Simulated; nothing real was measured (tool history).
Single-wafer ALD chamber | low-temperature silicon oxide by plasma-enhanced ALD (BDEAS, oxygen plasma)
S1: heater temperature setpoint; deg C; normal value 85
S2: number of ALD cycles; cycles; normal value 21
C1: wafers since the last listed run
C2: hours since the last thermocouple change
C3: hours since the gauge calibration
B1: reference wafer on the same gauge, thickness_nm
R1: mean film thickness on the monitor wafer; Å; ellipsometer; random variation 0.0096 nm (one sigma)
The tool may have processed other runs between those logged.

{"run": 1, "hour": 0.0, "S1": 85, "S2": 22, "C1": 0, "C2": 531.9, "C3": 1572.8, "B1": 2.98, "R1": 32.47}
{"run": 2, "hour": 78.0, "S1": 85, "S2": 20, "C1": 580, "C2": 609.9, "C3": 1650.8, "B1": 2.979, "R1": 29.32}
{"run": 3, "hour": 146.4, "S1": 85, "S2": 20, "C1": 509, "C2": 678.3, "C3": 1719.2, "B1": 2.979, "R1": 29.56}
{"run": 4, "hour": 200.1, "S1": 80, "S2": 22, "C1": 399, "C2": 732.0, "C3": 1772.9, "B1": 2.981, "R1": 33.08}
{"run": 5, "hour": 239.6, "S1": 80, "S2": 22, "C1": 294, "C2": 771.5, "C3": 1812.4, "B1": 2.98, "R1": 33.32}
{"run": 6, "hour": 296.5, "S1": 85, "S2": 21, "C1": 423, "C2": 828.4, "C3": 1869.3, "B1": 2.981, "R1": 31.01}
{"run": 7, "hour": 361.3, "S1": 85, "S2": 21, "C1": 482, "C2": 893.2, "C3": 1934.1, "B1": 2.981, "R1": 30.87}
{"run": 8, "hour": 416.7, "S1": 85, "S2": 21, "C1": 412, "C2": 948.6, "C3": 1989.5, "B1": 2.98, "R1": 30.92}
{"run": 9, "hour": 460.6, "S1": 77, "S2": 19, "C1": 326, "C2": 992.5, "C3": 2033.4, "B1": 2.98, "R1": 28.8}
{"run": 10, "hour": 517.7, "S1": 85, "S2": 21, "C1": 425, "C2": 1049.6, "C3": 2090.5, "B1": 2.981, "R1": 31.03}
{"run": 11, "hour": 594.2, "S1": 85, "S2": 21, "C1": 569, "C2": 1126.1, "C3": 2167.0, "B1": 2.98, "R1": 30.69}
{"hour": 865.9, "done": "thermocouple changed; heater temperature recalibrated"}
{"run": 12, "hour": 866.4, "S1": 85, "S2": 21, "C1": 1967, "C2": 0.5, "C3": 2439.2, "B1": 2.98, "R1": 31.55}
{"run": 13, "hour": 1183.4, "S1": 88, "S2": 21, "C1": 2361, "C2": 317.5, "C3": 2756.2, "B1": 2.983, "R1": 30.81}
{"run": 14, "hour": 1275.0, "S1": 88, "S2": 21, "C1": 682, "C2": 409.1, "C3": 2847.8, "B1": 2.98, "R1": 30.88}
{"run": 15, "hour": 1324.4, "S1": 88, "S2": 21, "C1": 367, "C2": 458.5, "C3": 2897.2, "B1": 2.979, "R1": 30.75}
{"run": 16, "hour": 1376.6, "S1": 89, "S2": 23, "C1": 388, "C2": 510.7, "C3": 2949.4, "B1": 2.98, "R1": 33.52}
{"run": 17, "hour": 1448.2, "S1": 89, "S2": 23, "C1": 533, "C2": 582.3, "C3": 3021.0, "B1": 2.981, "R1": 33.46}
{"run": 18, "hour": 1639.6, "S1": 89, "S2": 23, "C1": 1425, "C2": 773.7, "C3": 3212.4, "B1": 2.981, "R1": 33.45}
{"run": 19, "hour": 1704.6, "S1": 85, "S2": 21, "C1": 484, "C2": 838.7, "C3": 3277.4, "B1": 2.979, "R1": 30.75}
{"run": 20, "hour": 1768.2, "S1": 85, "S2": 21, "C1": 473, "C2": 902.3, "C3": 3341.0, "B1": 2.981, "R1": 30.81}
{"run": 21, "hour": 1817.7, "S1": 85, "S2": 21, "C1": 368, "C2": 951.8, "C3": 3390.5, "B1": 2.979, "R1": 30.95}
{"run": 22, "hour": 2107.0, "S1": 73, "S2": 21, "C1": 2154, "C2": 1241.1, "C3": 3679.8, "B1": 2.981, "R1": 32.49}
{"run": 23, "hour": 2144.3, "S1": 85, "S2": 21, "C1": 277, "C2": 1278.4, "C3": 3717.1, "B1": 2.979, "R1": 30.68}
{"run": 24, "hour": 2188.0, "S1": 74, "S2": 18, "C1": 325, "C2": 1322.1, "C3": 3760.8, "B1": 2.98, "R1": 27.49}
{"run": 25, "hour": 2274.8, "S1": 85, "S2": 21, "C1": 646, "C2": 1408.9, "C3": 3847.6, "B1": 2.979, "R1": 30.69}
{"run": 26, "hour": 2375.0, "S1": 85, "S2": 19, "C1": 746, "C2": 1509.1, "C3": 3947.8, "B1": 2.978, "R1": 27.79}
{"run": 27, "hour": 2477.1, "S1": 80, "S2": 17, "C1": 760, "C2": 1611.2, "C3": 4049.9, "B1": 2.98, "R1": 25.45}
{"hour": 2511.6, "done": "gauge calibrated"}
{"run": 28, "hour": 2537.8, "S1": 98, "S2": 23, "C1": 452, "C2": 1671.9, "C3": 26.2, "B1": 2.981, "R1": 32.49}
{"run": 29, "hour": 2600.0, "S1": 81, "S2": 19, "C1": 463, "C2": 1734.1, "C3": 88.4, "B1": 2.98, "R1": 28.23}
{"hour": 2675.3, "done": "thermocouple changed; heater temperature recalibrated"}
{"run": 30, "hour": 2697.7, "S1": 85, "S2": 21, "C1": 668, "C2": 22.4, "C3": 186.1, "B1": 2.981, "R1": 31.61}
{"run": 31, "hour": 2791.7, "S1": 89, "S2": 20, "C1": 700, "C2": 116.4, "C3": 280.1, "B1": 2.98, "R1": 29.34}
{"run": 32, "hour": 2996.2, "S1": 85, "S2": 23, "C1": 1523, "C2": 320.9, "C3": 484.6, "B1": 2.98, "R1": 34.15}
{"run": 33, "hour": 3036.4, "S1": 99, "S2": 18, "C1": 299, "C2": 361.1, "C3": 524.8, "B1": 2.981, "R1": 25.46}
{"run": 34, "hour": 3093.5, "S1": 77, "S2": 19, "C1": 425, "C2": 418.2, "C3": 581.9, "B1": 2.979, "R1": 28.95}
{"run": 35, "hour": 3147.5, "S1": 72, "S2": 21, "C1": 402, "C2": 472.2, "C3": 635.9, "B1": 2.979, "R1": 32.51}
{"run": 36, "hour": 3192.1, "S1": 90, "S2": 24, "C1": 332, "C2": 516.8, "C3": 680.5, "B1": 2.981, "R1": 35.05}
{"run": 37, "hour": 3249.7, "S1": 94, "S2": 18, "C1": 429, "C2": 574.4, "C3": 738.1, "B1": 2.979, "R1": 25.64}
{"run": 38, "hour": 3357.7, "S1": 85, "S2": 21, "C1": 804, "C2": 682.4, "C3": 846.1, "B1": 2.98, "R1": 31.07}
{"run": 39, "hour": 3437.9, "S1": 71, "S2": 21, "C1": 597, "C2": 762.6, "C3": 926.3, "B1": 2.981, "R1": 32.76}
{"run": 40, "hour": 3483.0, "S1": 80, "S2": 22, "C1": 335, "C2": 807.7, "C3": 971.4, "B1": 2.98, "R1": 33.03}

State the hidden condition of the tool at each of the runs:
gauge reads high (%): 0 in every run
H1: wafer temperature above the value expected at the setpoint (K)
run=1 H1=4.03
run=2 H1=4.35
run=3 H1=4.59
run=4 H1=4.76
run=5 H1=4.87
run=6 H1=5.02
run=7 H1=5.18
run=8 H1=5.29
run=9 H1=5.38
run=10 H1=5.48
run=11 H1=5.6
run=12 H1=0.192
run=13 H1=3.02
run=14 H1=3.57
run=15 H1=3.83
run=16 H1=4.08
run=17 H1=4.38
run=18 H1=5.02
run=19 H1=5.19
run=20 H1=5.34
run=21 H1=5.44
run=22 H1=5.89
run=23 H1=5.93
run=24 H1=5.97
run=25 H1=6.05
run=26 H1=6.13
run=27 H1=6.19
run=28 H1=6.23
run=29 H1=6.26
run=30 H1=0.194
run=31 H1=1.17
run=32 H1=2.79
run=33 H1=3.04
run=34 H1=3.37
run=35 H1=3.65
run=36 H1=3.85
run=37 H1=4.1
run=38 H1=4.49
run=39 H1=4.74
run=40 H1=4.86
